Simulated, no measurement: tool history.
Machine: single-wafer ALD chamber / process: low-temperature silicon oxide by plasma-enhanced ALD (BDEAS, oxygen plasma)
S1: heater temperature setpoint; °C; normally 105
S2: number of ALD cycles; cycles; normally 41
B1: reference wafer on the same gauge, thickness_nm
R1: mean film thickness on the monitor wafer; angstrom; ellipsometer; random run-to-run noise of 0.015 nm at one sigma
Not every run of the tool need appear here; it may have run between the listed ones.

Run 1, hour 0: usual settings but S2 45 cycles; B1 6.188. Result: R1 64.34 angstrom.
Run 2, hour 66.9: usual settings but S2 45 cycles; B1 6.185. Result: R1 64.74 angstrom.
Run 3, hour 116.3: usual settings but S2 45 cycles; B1 6.193. Result: R1 64.72 angstrom.
Run 4, hour 171.7: usual settings; B1 6.194. Result: R1 58.68 angstrom.
Run 5, hour 197: usual settings; B1 6.198. Result: R1 58.89 angstrom.
Run 6, hour 265.2: usual settings; B1 6.194. Result: R1 58.77 angstrom.
Run 7, hour 310.7: usual settings; B1 6.191. Result: R1 58.94 angstrom.
Run 8, hour 339.2: usual settings; B1 6.19. Result: R1 58.85 angstrom.
Run 9, hour 395.6: usual settings but S1 116 °C, S2 36 cycles; B1 6.195. Result: R1 50.64 angstrom.
Run 10, hour 431: usual settings but S1 119 °C, S2 45 cycles; B1 6.189. Result: R1 63.14 angstrom.
Run 11, hour 461.4: usual settings but S1 114 °C, S2 48 cycles; B1 6.189. Result: R1 67.73 angstrom.
Run 12, hour 516.3: usual settings but S1 118 °C, S2 45 cycles; B1 6.195. Result: R1 63.38 angstrom.
Run 13, hour 547.9: usual settings but S1 114 °C, S2 44 cycles; B1 6.186. Result: R1 62.02 angstrom.
Run 14, hour 589.5: usual settings but S2 47 cycles; B1 6.185. Result: R1 67.26 angstrom.
Run 15, hour 651.2: usual settings but S2 37 cycles; B1 6.188. Result: R1 53.15 angstrom.
Run 16, hour 714.8: usual settings but S1 113 °C, S2 36 cycles; B1 6.185. Result: R1 50.8 angstrom.
Run 17, hour 750.7: usual settings; B1 6.186. Result: R1 58.87 angstrom.

Not shown here: 3 entries made in the log between runs. Locate each between two listed runs and compare the hidden state at the listed run before it with the hidden state at the listed run after it:
Runs 2 to 3: gauge calibrated (hour 74.9)
  both runs share identical hidden conditions
Runs 11 to 12: thermocouple changed; heater temperature recalibrated (hour 515.8)
  both runs share identical hidden conditions
Runs 13 to 14: gauge calibrated (hour 570.1)
  both runs share identical hidden conditions
